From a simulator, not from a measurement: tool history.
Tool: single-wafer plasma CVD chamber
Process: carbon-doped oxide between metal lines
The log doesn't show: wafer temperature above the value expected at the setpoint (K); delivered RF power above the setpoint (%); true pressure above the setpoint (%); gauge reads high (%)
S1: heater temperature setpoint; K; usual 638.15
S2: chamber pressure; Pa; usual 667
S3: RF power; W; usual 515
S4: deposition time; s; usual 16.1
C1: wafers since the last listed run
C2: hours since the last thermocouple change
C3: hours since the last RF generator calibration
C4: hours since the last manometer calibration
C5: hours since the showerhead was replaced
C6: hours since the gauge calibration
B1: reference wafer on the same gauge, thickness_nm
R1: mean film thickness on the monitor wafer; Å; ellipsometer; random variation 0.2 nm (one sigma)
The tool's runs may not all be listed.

{"run": 1, "day": 0.0, "S1": 638.15, "S2": 667, "S3": 445, "S4": 16.1, "C1": 0, "C2": 777.1, "C3": 774.9, "C4": 1425.6, "C5": 3046.4, "C6": 1756.8, "B1": 84.571, "R1": 678.46}
{"run": 2, "day": 2.725, "S1": 638.15, "S2": 667, "S3": 540, "S4": 16.1, "C1": 2208, "C2": 842.5, "C3": 840.3, "C4": 1491, "C5": 3111.8, "C6": 1822.2, "B1": 84.6, "R1": 779.03}
{"run": 3, "day": 5.583, "S1": 645.15, "S2": 667, "S3": 515, "S4": 16.1, "C1": 2316, "C2": 911.1, "C3": 908.9, "C4": 1559.6, "C5": 3180.4, "C6": 1890.8, "B1": 84.599, "R1": 748.43}
{"day": 7.7, "done": "capacitance manometer re-zeroed and calibrated"}
{"run": 4, "day": 7.842, "S1": 645.15, "S2": 667, "S3": 515, "S4": 16.1, "C1": 1559, "C2": 965.3, "C3": 963.1, "C4": 3.4, "C5": 3234.6, "C6": 1945, "B1": 84.584, "R1": 741.21}
{"day": 9.342, "done": "RF generator calibrated"}
{"run": 5, "day": 12.225, "S1": 638.15, "S2": 667, "S3": 515, "S4": 16.1, "C1": 3281, "C2": 1070.5, "C3": 69.2, "C4": 108.6, "C5": 3339.8, "C6": 2050.2, "B1": 84.629, "R1": 761.8}
{"day": 13.392, "done": "showerhead replaced"}
{"run": 6, "day": 15.329, "S1": 638.15, "S2": 667, "S3": 515, "S4": 16.1, "C1": 2245, "C2": 1145, "C3": 143.7, "C4": 183.1, "C5": 46.5, "C6": 2124.7, "B1": 84.604, "R1": 764.6}
{"run": 7, "day": 18.338, "S1": 638.15, "S2": 667, "S3": 515, "S4": 16.1, "C1": 2437, "C2": 1217.2, "C3": 215.9, "C4": 255.3, "C5": 118.7, "C6": 2196.9, "B1": 84.582, "R1": 759.21}
{"run": 8, "day": 21.346, "S1": 638.15, "S2": 667, "S3": 515, "S4": 16.1, "C1": 2437, "C2": 1289.4, "C3": 288.1, "C4": 327.5, "C5": 190.9, "C6": 2269.1, "B1": 84.602, "R1": 759.63}
{"run": 9, "day": 24.979, "S1": 638.15, "S2": 667, "S3": 515, "S4": 16.1, "C1": 2944, "C2": 1376.6, "C3": 375.3, "C4": 414.7, "C5": 278.1, "C6": 2356.3, "B1": 84.584, "R1": 760.35}
{"run": 10, "day": 28.433, "S1": 628.15, "S2": 667, "S3": 515, "S4": 16.1, "C1": 2799, "C2": 1459.5, "C3": 458.2, "C4": 497.6, "C5": 361, "C6": 2439.2, "B1": 84.573, "R1": 772.44}
{"day": 32.304, "done": "gauge calibrated"}
{"run": 11, "day": 32.838, "S1": 638.15, "S2": 667, "S3": 515, "S4": 13, "C1": 3568, "C2": 1565.2, "C3": 563.9, "C4": 603.3, "C5": 466.7, "C6": 12.8, "B1": 84.641, "R1": 611.88}
{"run": 12, "day": 34.65, "S1": 638.15, "S2": 667, "S3": 430, "S4": 14.1, "C1": 1468, "C2": 1608.7, "C3": 607.4, "C4": 646.8, "C5": 510.2, "C6": 56.3, "B1": 84.581, "R1": 577.34}
{"run": 13, "day": 40.358, "S1": 628.15, "S2": 667, "S3": 515, "S4": 17.7, "C1": 4625, "C2": 1745.7, "C3": 744.4, "C4": 783.8, "C5": 647.2, "C6": 193.3, "B1": 84.629, "R1": 845.65}
{"run": 14, "day": 44.021, "S1": 644.15, "S2": 813, "S3": 515, "S4": 18.1, "C1": 2967, "C2": 1833.6, "C3": 832.3, "C4": 871.7, "C5": 735.1, "C6": 281.2, "B1": 84.582, "R1": 859.79}
{"day": 46.838, "done": "RF generator calibrated"}
{"day": 47.096, "done": "thermocouple changed; heater temperature recalibrated"}
{"run": 15, "day": 48.05, "S1": 638.15, "S2": 667, "S3": 515, "S4": 16.1, "C1": 2786, "C2": 22.9, "C3": 29.1, "C4": 968.4, "C5": 831.8, "C6": 377.9, "B1": 84.591, "R1": 773.9}
{"run": 16, "day": 51.762, "S1": 638.15, "S2": 667, "S3": 515, "S4": 16.1, "C1": 3008, "C2": 112, "C3": 118.2, "C4": 1057.5, "C5": 920.9, "C6": 467, "B1": 84.576, "R1": 767.68}
{"run": 17, "day": 55.312, "S1": 638.15, "S2": 667, "S3": 515, "S4": 17.4, "C1": 2876, "C2": 197.2, "C3": 203.4, "C4": 1142.7, "C5": 1006.1, "C6": 552.2, "B1": 84.625, "R1": 825.39}
{"run": 18, "day": 59.262, "S1": 638.15, "S2": 667, "S3": 515, "S4": 16.1, "C1": 3200, "C2": 292, "C3": 298.2, "C4": 1237.5, "C5": 1100.9, "C6": 647, "B1": 84.609, "R1": 763.41}
{"run": 19, "day": 61.138, "S1": 625.15, "S2": 807, "S3": 515, "S4": 16.1, "C1": 1519, "C2": 337, "C3": 343.2, "C4": 1282.5, "C5": 1145.9, "C6": 692, "B1": 84.583, "R1": 803.69}
{"run": 20, "day": 65.55, "S1": 629.15, "S2": 667, "S3": 485, "S4": 16.1, "C1": 3575, "C2": 442.9, "C3": 449.1, "C4": 1388.4, "C5": 1251.8, "C6": 797.9, "B1": 84.639, "R1": 748.75}
{"run": 21, "day": 68.283, "S1": 638.15, "S2": 797, "S3": 455, "S4": 16.1, "C1": 2214, "C2": 508.5, "C3": 514.7, "C4": 1454, "C5": 1317.4, "C6": 863.5, "B1": 84.554, "R1": 711}
{"run": 22, "day": 71.5, "S1": 638.15, "S2": 667, "S3": 440, "S4": 16.1, "C1": 2606, "C2": 585.7, "C3": 591.9, "C4": 1531.2, "C5": 1394.6, "C6": 940.7, "B1": 84.594, "R1": 677.51}
{"run": 23, "day": 74.067, "S1": 638.15, "S2": 773, "S3": 515, "S4": 16.9, "C1": 2079, "C2": 647.3, "C3": 653.5, "C4": 1592.8, "C5": 1456.2, "C6": 1002.3, "B1": 84.623, "R1": 815.79}
{"day": 75.821, "done": "capacitance manometer re-zeroed and calibrated"}
{"run": 24, "day": 77.404, "S1": 638.15, "S2": 667, "S3": 515, "S4": 16.1, "C1": 2434, "C2": 727.4, "C3": 733.6, "C4": 38, "C5": 1536.3, "C6": 1082.4, "B1": 84.653, "R1": 756.67}
{"run": 25, "day": 80.817, "S1": 631.15, "S2": 557, "S3": 515, "S4": 16.1, "C1": 2765, "C2": 809.3, "C3": 815.5, "C4": 119.9, "C5": 1618.2, "C6": 1164.3, "B1": 84.627, "R1": 747.24}
{"run": 26, "day": 83.367, "S1": 632.15, "S2": 553, "S3": 550, "S4": 13.3, "C1": 2066, "C2": 870.5, "C3": 876.7, "C4": 181.1, "C5": 1679.4, "C6": 1225.5, "B1": 84.614, "R1": 641.65}
{"run": 27, "day": 85.767, "S1": 638.15, "S2": 667, "S3": 515, "S4": 16.1, "C1": 1944, "C2": 928.1, "C3": 934.3, "C4": 238.7, "C5": 1737, "C6": 1283.1, "B1": 84.593, "R1": 754.41}
{"run": 28, "day": 89.138, "S1": 638.15, "S2": 667, "S3": 430, "S4": 17.2, "C1": 2731, "C2": 1009, "C3": 1015.2, "C4": 319.6, "C5": 1817.9, "C6": 1364, "B1": 84.574, "R1": 704.07}
{"day": 91.612, "done": "RF generator calibrated"}
{"run": 29, "day": 91.767, "S1": 626.15, "S2": 667, "S3": 460, "S4": 16.1, "C1": 1860, "C2": 1072.1, "C3": 3.7, "C4": 382.7, "C5": 1881, "C6": 1427.1, "B1": 84.579, "R1": 737.48}

3 ways to go on from here, each from the tool as it stands after run 29. What would each give?
{"run": "A", "day": 91.783, "S1": 638.15, "S2": 667, "S3": 485, "S4": 16.1, "C1": 13, "C2": 1072.5, "C3": 4.1, "C4": 383.1, "C5": 1881.4, "C6": 1427.5, "B1": "?", "R1": "?"}
{"run": "B", "day": 91.783, "S1": 638.15, "S2": 667, "S3": 425, "S4": 16.1, "C1": 13, "C2": 1072.5, "C3": 4.1, "C4": 383.1, "C5": 1881.4, "C6": 1427.5, "B1": "?", "R1": "?"}
{"run": "C", "day": 91.783, "S1": 644.15, "S2": 556, "S3": 460, "S4": 18.9, "C1": 13, "C2": 1072.5, "C3": 4.1, "C4": 383.1, "C5": 1881.4, "C6": 1427.5, "B1": "?", "R1": "?"}

run=A B1=84.645 R1=743.58
run=B B1=84.645 R1=673.13
run=C B1=84.645 R1=805.07
Without the tool's hidden state the same runs would have given:
run=A R1=740.78
run=B R1=670.77
run=C R1=802.26
